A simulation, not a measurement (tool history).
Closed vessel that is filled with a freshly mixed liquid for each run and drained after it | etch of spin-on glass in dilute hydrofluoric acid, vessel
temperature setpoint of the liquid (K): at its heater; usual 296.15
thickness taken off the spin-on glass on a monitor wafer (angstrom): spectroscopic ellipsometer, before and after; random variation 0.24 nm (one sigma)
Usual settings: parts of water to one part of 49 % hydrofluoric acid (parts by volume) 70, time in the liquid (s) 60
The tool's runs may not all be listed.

run	hour	temperature setpoint of the liquid (K)	parts of water to one part of 49 % hydrofluoric acid (parts by volume)	time in the liquid (s)	read-back film thickness of the spin-on glass reference wafer, read on the same gauge (nm)	thickness taken off the spin-on glass on a monitor wafer (angstrom)
1	0.0	296.15	70	60	70.00	322.0
2	90.6	296.15	70	60	70.03	323.3
3	150.6	296.15	70	60	70.03	325.0
4	222.9	300.15	70	60	70.00	377.3
5	316.7	300.15	70	60	70.00	381.3
6	393.6	296.15	80	60	69.99	280.9
7	496.4	296.15	70	60	69.98	325.6
8	584.4	296.15	70	60	69.99	326.6
9	689.6	292.15	70	60	70.00	275.2
10	769.8	292.15	70	60	69.99	277.2
11	842.9	296.15	70	60	69.99	329.8
12	913.5	296.15	70	60	70.03	327.5
13	982.7	296.15	70	60	70.00	326.4
14	1046.1	296.15	70	60	70.01	331.9
# hour 1078.1: hydrofluoric acid flow meter replaced
15	1148.1	296.15	70	60	70.01	315.0
16	1244.6	296.15	70	60	69.99	311.8
# hour 1246.7: thermometer replaced
17	1336.9	294.65	60	35	70.00	203.3
18	1389.6	296.15	70	80	69.99	416.8

The next listed run, before its measurement:
19	1449.0	301.15	35	45	?	?

Run 19 gave read-back film thickness of the spin-on glass reference wafer, read on the same gauge (nm) 70.00, thickness taken off the spin-on glass on a monitor wafer (angstrom) 602.5.
Without the tool's hidden state the same run would have given thickness taken off the spin-on glass on a monitor wafer (angstrom) 596.7.

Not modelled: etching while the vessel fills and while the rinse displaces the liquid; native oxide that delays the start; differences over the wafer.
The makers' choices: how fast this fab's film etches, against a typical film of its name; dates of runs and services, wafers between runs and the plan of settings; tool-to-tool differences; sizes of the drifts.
